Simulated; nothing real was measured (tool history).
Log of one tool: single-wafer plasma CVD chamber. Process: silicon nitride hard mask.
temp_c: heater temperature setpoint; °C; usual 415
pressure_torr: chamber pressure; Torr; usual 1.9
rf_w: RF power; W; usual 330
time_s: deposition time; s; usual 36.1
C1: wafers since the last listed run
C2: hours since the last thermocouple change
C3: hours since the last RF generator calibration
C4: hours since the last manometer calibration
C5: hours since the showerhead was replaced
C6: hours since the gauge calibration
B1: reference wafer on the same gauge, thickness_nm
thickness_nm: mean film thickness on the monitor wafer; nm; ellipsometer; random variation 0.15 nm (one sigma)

run 1 day=0 | temp_c=404 pressure_torr=1.9 rf_w=330 time_s=36.1 | C1=0 C2=1800.6 C3=388.7 C4=2792.3 C5=2074.1 C6=723.6 | B1=37.856 | thickness_nm=40.126
run 2 day=2.962 | temp_c=404 pressure_torr=1.9 rf_w=330 time_s=36.1 | C1=1513 C2=1871.7 C3=459.8 C4=2863.4 C5=2145.2 C6=794.7 | B1=37.9 | thickness_nm=40.374
run 3 day=4.846 | temp_c=415 pressure_torr=1.9 rf_w=330 time_s=36.1 | C1=961 C2=1916.9 C3=505 C4=2908.6 C5=2190.4 C6=839.9 | B1=37.937 | thickness_nm=40.265
run 4 day=7.4 | temp_c=415 pressure_torr=1.9 rf_w=300 time_s=30.7 | C1=1304 C2=1978.2 C3=566.3 C4=2969.9 C5=2251.7 C6=901.2 | B1=38.018 | thickness_nm=32.729
run 5 day=8.542 | temp_c=415 pressure_torr=1.9 rf_w=300 time_s=30.7 | C1=583 C2=2005.6 C3=593.7 C4=2997.3 C5=2279.1 C6=928.6 | B1=38.061 | thickness_nm=32.52
run 6 day=11.704 | temp_c=415 pressure_torr=1.9 rf_w=300 time_s=30.7 | C1=1615 C2=2081.5 C3=669.6 C4=3073.2 C5=2355 C6=1004.5 | B1=38.082 | thickness_nm=32.691
run 7 day=14.45 | temp_c=415 pressure_torr=1.73 rf_w=330 time_s=36.1 | C1=1402 C2=2147.4 C3=735.5 C4=3139.1 C5=2420.9 C6=1070.4 | B1=38.234 | thickness_nm=39.026
-- day=14.983 gauge calibrated
run 8 day=16.462 | temp_c=415 pressure_torr=1.73 rf_w=330 time_s=36.1 | C1=1027 C2=2195.7 C3=783.8 C4=3187.4 C5=2469.2 C6=35.5 | B1=37.373 | thickness_nm=38.312
-- day=18.067 RF generator calibrated
run 9 day=19.125 | temp_c=415 pressure_torr=1.73 rf_w=330 time_s=36.1 | C1=1189 C2=2259.6 C3=25.4 C4=3251.3 C5=2533.1 C6=99.4 | B1=37.528 | thickness_nm=38.103
run 10 day=20.833 | temp_c=415 pressure_torr=1.9 rf_w=330 time_s=36.1 | C1=872 C2=2300.6 C3=66.4 C4=3292.3 C5=2574.1 C6=140.4 | B1=37.442 | thickness_nm=39.487
run 11 day=23.225 | temp_c=415 pressure_torr=2.37 rf_w=385 time_s=36.1 | C1=1221 C2=2358 C3=123.8 C4=3349.7 C5=2631.5 C6=197.8 | B1=37.541 | thickness_nm=45.981
-- day=23.942 capacitance manometer re-zeroed and calibrated
-- day=24.8 thermocouple changed; heater temperature recalibrated
run 12 day=24.821 | temp_c=415 pressure_torr=1.9 rf_w=330 time_s=36.1 | C1=474 C2=0.5 C3=162.1 C4=21.1 C5=2669.8 C6=236.1 | B1=37.529 | thickness_nm=39.603
-- day=32.517 showerhead replaced
run 13 day=33.171 | temp_c=415 pressure_torr=2.28 rf_w=330 time_s=41.4 | C1=4094 C2=200.9 C3=362.5 C4=221.5 C5=15.7 C6=436.5 | B1=37.787 | thickness_nm=48.663
run 14 day=34.746 | temp_c=430 pressure_torr=1.9 rf_w=330 time_s=36.1 | C1=804 C2=238.7 C3=400.3 C4=259.3 C5=53.5 C6=474.3 | B1=37.768 | thickness_nm=39.378
run 15 day=37.742 | temp_c=430 pressure_torr=1.9 rf_w=330 time_s=36.1 | C1=1530 C2=310.6 C3=472.2 C4=331.2 C5=125.4 C6=546.2 | B1=37.836 | thickness_nm=39.547
run 16 day=39.988 | temp_c=420 pressure_torr=2.38 rf_w=385 time_s=36.1 | C1=1146 C2=364.5 C3=526.1 C4=385.1 C5=179.3 C6=600.1 | B1=37.825 | thickness_nm=46.134
run 17 day=41.004 | temp_c=420 pressure_torr=1.9 rf_w=330 time_s=36.1 | C1=519 C2=388.9 C3=550.5 C4=409.5 C5=203.7 C6=624.5 | B1=37.882 | thickness_nm=39.801

Forecast run 18:
run 18 day=42.75 | temp_c=400 pressure_torr=1.9 rf_w=330 time_s=36.1 | C1=891 C2=430.8 C3=592.4 C4=451.4 C5=245.6 C6=666.4 | B1=? | thickness_nm=?

{"run 18": {"B1": 37.933, "thickness_nm": 40.266}}
Without the tool's hidden state the same run would have given thickness_nm 39.702 nm.

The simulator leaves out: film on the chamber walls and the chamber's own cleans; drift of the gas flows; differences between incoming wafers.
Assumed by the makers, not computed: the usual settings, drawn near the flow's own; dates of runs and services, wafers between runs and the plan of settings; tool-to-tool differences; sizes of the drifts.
